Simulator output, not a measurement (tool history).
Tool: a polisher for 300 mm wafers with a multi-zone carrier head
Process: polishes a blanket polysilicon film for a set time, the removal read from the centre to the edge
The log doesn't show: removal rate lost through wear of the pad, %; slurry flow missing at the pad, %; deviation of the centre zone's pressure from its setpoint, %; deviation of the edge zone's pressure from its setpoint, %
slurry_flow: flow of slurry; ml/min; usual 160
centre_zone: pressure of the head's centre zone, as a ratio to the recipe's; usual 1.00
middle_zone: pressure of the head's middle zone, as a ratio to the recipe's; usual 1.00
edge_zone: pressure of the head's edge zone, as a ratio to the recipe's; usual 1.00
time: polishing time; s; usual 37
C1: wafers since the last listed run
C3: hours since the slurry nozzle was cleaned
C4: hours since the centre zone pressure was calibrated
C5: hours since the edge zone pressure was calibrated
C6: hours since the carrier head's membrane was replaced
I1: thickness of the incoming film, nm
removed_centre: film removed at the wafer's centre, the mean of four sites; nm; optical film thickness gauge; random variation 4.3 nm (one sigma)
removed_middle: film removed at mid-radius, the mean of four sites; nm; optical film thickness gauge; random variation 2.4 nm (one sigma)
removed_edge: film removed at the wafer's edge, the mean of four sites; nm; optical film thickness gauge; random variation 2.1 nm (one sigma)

run 1 hour=0.0 | slurry_flow=160 centre_zone=1.00 middle_zone=1.00 edge_zone=1.04 time=37 | C1=0 wafers_polished_on_this_pad=3124 C3=81.7 C4=642.7 C5=210.8 C6=361.0 | I1=932.3 | removed_centre=257.8 removed_middle=276.8 removed_edge=292.6
run 2 hour=50.9 | slurry_flow=160 centre_zone=1.00 middle_zone=1.00 edge_zone=1.00 time=37 | C1=631 wafers_polished_on_this_pad=3756 C3=132.6 C4=693.6 C5=261.7 C6=411.9 | I1=937.7 | removed_centre=257.5 removed_middle=277.9 removed_edge=283.2
run 3 hour=136.0 | slurry_flow=160 centre_zone=1.00 middle_zone=1.00 edge_zone=1.00 time=37 | C1=1056 wafers_polished_on_this_pad=4812 C3=217.7 C4=778.7 C5=346.8 C6=497.0 | I1=951.4 | removed_centre=239.4 removed_middle=264.8 removed_edge=278.8
-- hour=149.0 worn pad replaced by a new one
-- hour=150.4 edge zone pressure recalibrated
-- hour=204.1 centre zone pressure recalibrated
-- hour=230.4 carrier head's membrane replaced by a new one
run 4 hour=331.1 | slurry_flow=160 centre_zone=1.00 middle_zone=1.00 edge_zone=1.00 time=37 | C1=2267 wafers_polished_on_this_pad=2156 C3=412.8 C4=127.0 C5=180.7 C6=100.7 | I1=947.1 | removed_centre=240.4 removed_middle=251.9 removed_edge=267.4
run 5 hour=438.1 | slurry_flow=160 centre_zone=1.00 middle_zone=1.00 edge_zone=1.00 time=37 | C1=1328 wafers_polished_on_this_pad=3484 C3=519.8 C4=234.0 C5=287.7 C6=207.7 | I1=936.2 | removed_centre=235.3 removed_middle=249.3 removed_edge=268.1
-- hour=528.6 edge zone pressure recalibrated
run 6 hour=544.5 | slurry_flow=160 centre_zone=1.00 middle_zone=1.07 edge_zone=1.00 time=28 | C1=1296 wafers_polished_on_this_pad=4780 C3=626.2 C4=340.4 C5=15.9 C6=314.1 | I1=944.3 | removed_centre=170.9 removed_middle=194.5 removed_edge=199.9
-- hour=566.0 worn pad replaced by a new one
run 7 hour=632.3 | slurry_flow=160 centre_zone=1.00 middle_zone=1.00 edge_zone=1.03 time=37 | C1=1040 wafers_polished_on_this_pad=823 C3=714.0 C4=428.2 C5=103.7 C6=401.9 | I1=954.3 | removed_centre=223.0 removed_middle=244.1 removed_edge=268.4
-- hour=683.7 slurry nozzle cleaned
-- hour=867.5 carrier head's membrane replaced by a new one
run 8 hour=868.0 | slurry_flow=160 centre_zone=1.00 middle_zone=1.00 edge_zone=1.03 time=37 | C1=2851 wafers_polished_on_this_pad=3674 C3=184.3 C4=663.9 C5=339.4 C6=0.5 | I1=952.9 | removed_centre=245.7 removed_middle=273.7 removed_edge=287.2
-- hour=880.0 edge zone pressure recalibrated
run 9 hour=910.7 | slurry_flow=160 centre_zone=1.00 middle_zone=1.00 edge_zone=0.92 time=37 | C1=505 wafers_polished_on_this_pad=4180 C3=227.0 C4=706.6 C5=30.7 C6=43.2 | I1=962.9 | removed_centre=243.3 removed_middle=271.9 removed_edge=269.5
-- hour=937.9 worn pad replaced by a new one
run 10 hour=999.2 | slurry_flow=160 centre_zone=1.00 middle_zone=1.00 edge_zone=0.92 time=37 | C1=1048 wafers_polished_on_this_pad=760 C3=315.5 C4=795.1 C5=119.2 C6=131.7 | I1=967.9 | removed_centre=233.8 removed_middle=263.9 removed_edge=264.9
run 11 hour=1058.7 | slurry_flow=160 centre_zone=0.90 middle_zone=1.00 edge_zone=1.00 time=37 | C1=738 wafers_polished_on_this_pad=1499 C3=375.0 C4=854.6 C5=178.7 C6=191.2 | I1=948.9 | removed_centre=211.6 removed_middle=262.3 removed_edge=274.8
run 12 hour=1099.5 | slurry_flow=105 centre_zone=1.00 middle_zone=1.00 edge_zone=1.00 time=49 | C1=506 wafers_polished_on_this_pad=2005 C3=415.8 C4=895.4 C5=219.5 C6=232.0 | I1=942.9 | removed_centre=232.4 removed_middle=279.8 removed_edge=318.4
-- hour=1146.0 centre zone pressure recalibrated
run 13 hour=1221.3 | slurry_flow=160 centre_zone=1.00 middle_zone=0.93 edge_zone=1.00 time=40 | C1=1487 wafers_polished_on_this_pad=3492 C3=537.6 C4=75.3 C5=341.3 C6=353.8 | I1=948.7 | removed_centre=263.0 removed_middle=258.0 removed_edge=290.7
-- hour=1255.0 edge zone pressure recalibrated
-- hour=1263.4 worn pad replaced by a new one
-- hour=1266.9 slurry nozzle cleaned
run 14 hour=1280.8 | slurry_flow=160 centre_zone=1.00 middle_zone=1.08 edge_zone=1.00 time=37 | C1=651 wafers_polished_on_this_pad=203 C3=13.9 C4=134.8 C5=25.8 C6=413.3 | I1=964.4 | removed_centre=280.2 removed_middle=306.8 removed_edge=294.6
run 15 hour=1377.9 | slurry_flow=110 centre_zone=1.00 middle_zone=1.00 edge_zone=1.00 time=49 | C1=1205 wafers_polished_on_this_pad=1408 C3=111.0 C4=231.9 C5=122.9 C6=510.4 | I1=948.6 | removed_centre=307.3 removed_middle=332.5 removed_edge=354.5
run 16 hour=1443.8 | slurry_flow=180 centre_zone=1.08 middle_zone=0.89 edge_zone=1.00 time=37 | C1=818 wafers_polished_on_this_pad=2226 C3=176.9 C4=297.8 C5=188.8 C6=576.3 | I1=961.7 | removed_centre=288.1 removed_middle=255.6 removed_edge=288.5
-- hour=1495.4 carrier head's membrane replaced by a new one
run 17 hour=1533.0 | slurry_flow=160 centre_zone=1.11 middle_zone=1.08 edge_zone=1.00 time=37 | C1=1045 wafers_polished_on_this_pad=3272 C3=266.1 C4=387.0 C5=278.0 C6=37.6 | I1=939.0 | removed_centre=274.8 removed_middle=285.1 removed_edge=278.2
run 18 hour=1598.9 | slurry_flow=160 centre_zone=1.00 middle_zone=1.00 edge_zone=1.00 time=37 | C1=818 wafers_polished_on_this_pad=4090 C3=332.0 C4=452.9 C5=343.9 C6=103.5 | I1=946.5 | removed_centre=243.4 removed_middle=261.8 removed_edge=278.0
-- hour=1619.5 worn pad replaced by a new one
-- hour=1652.6 edge zone pressure recalibrated
run 19 hour=1656.5 | slurry_flow=195 centre_zone=1.00 middle_zone=1.00 edge_zone=1.00 time=37 | C1=640 wafers_polished_on_this_pad=434 C3=389.6 C4=510.5 C5=3.9 C6=161.1 | I1=932.7 | removed_centre=250.6 removed_middle=277.0 removed_edge=285.6
run 20 hour=1695.5 | slurry_flow=160 centre_zone=1.00 middle_zone=1.00 edge_zone=1.00 time=37 | C1=484 wafers_polished_on_this_pad=918 C3=428.6 C4=549.5 C5=42.9 C6=200.1 | I1=966.5 | removed_centre=238.1 removed_middle=256.7 removed_edge=273.0
run 21 hour=1740.9 | slurry_flow=160 centre_zone=1.00 middle_zone=1.00 edge_zone=1.00 time=37 | C1=563 wafers_polished_on_this_pad=1482 C3=474.0 C4=594.9 C5=88.3 C6=245.5 | I1=942.8 | removed_centre=232.9 removed_middle=254.1 removed_edge=270.0
run 22 hour=1798.7 | slurry_flow=160 centre_zone=1.00 middle_zone=1.00 edge_zone=1.10 time=37 | C1=717 wafers_polished_on_this_pad=2199 C3=531.8 C4=652.7 C5=146.1 C6=303.3 | I1=953.2 | removed_centre=228.2 removed_middle=254.4 removed_edge=281.0

Forecast each of these 4 alternatives for the next run:
run A hour=1799.1 | slurry_flow=160 centre_zone=1.00 middle_zone=1.00 edge_zone=1.00 time=30 | C1=4 wafers_polished_on_this_pad=2204 C3=532.2 C4=653.1 C5=146.5 C6=303.7 | I1=942.7 | removed_centre=? removed_middle=? removed_edge=?
run B hour=1799.1 | slurry_flow=160 centre_zone=1.00 middle_zone=0.91 edge_zone=0.92 time=29 | C1=4 wafers_polished_on_this_pad=2204 C3=532.2 C4=653.1 C5=146.5 C6=303.7 | I1=942.7 | removed_centre=? removed_middle=? removed_edge=?
run C hour=1799.1 | slurry_flow=160 centre_zone=1.00 middle_zone=1.07 edge_zone=1.00 time=37 | C1=4 wafers_polished_on_this_pad=2204 C3=532.2 C4=653.1 C5=146.5 C6=303.7 | I1=942.7 | removed_centre=? removed_middle=? removed_edge=?
run D hour=1799.1 | slurry_flow=160 centre_zone=1.04 middle_zone=0.89 edge_zone=1.10 time=29 | C1=4 wafers_polished_on_this_pad=2204 C3=532.2 C4=653.1 C5=146.5 C6=303.7 | I1=942.7 | removed_centre=? removed_middle=? removed_edge=?

run=A removed_centre=183.5 removed_middle=207.4 removed_edge=220.4
run=B removed_centre=177.3 removed_middle=185.3 removed_edge=205.0
run=C removed_centre=226.4 removed_middle=270.9 removed_edge=271.5
run=D removed_centre=183.7 removed_middle=181.8 removed_edge=223.6
Without the tool's hidden state the same runs would have given:
run=A removed_centre=237.2 removed_middle=240.2 removed_edge=243.9
run=B removed_centre=229.2 removed_middle=214.6 removed_edge=226.9
run=C removed_centre=292.7 removed_middle=313.7 removed_edge=300.5
run=D removed_centre=237.4 removed_middle=210.5 removed_edge=247.5
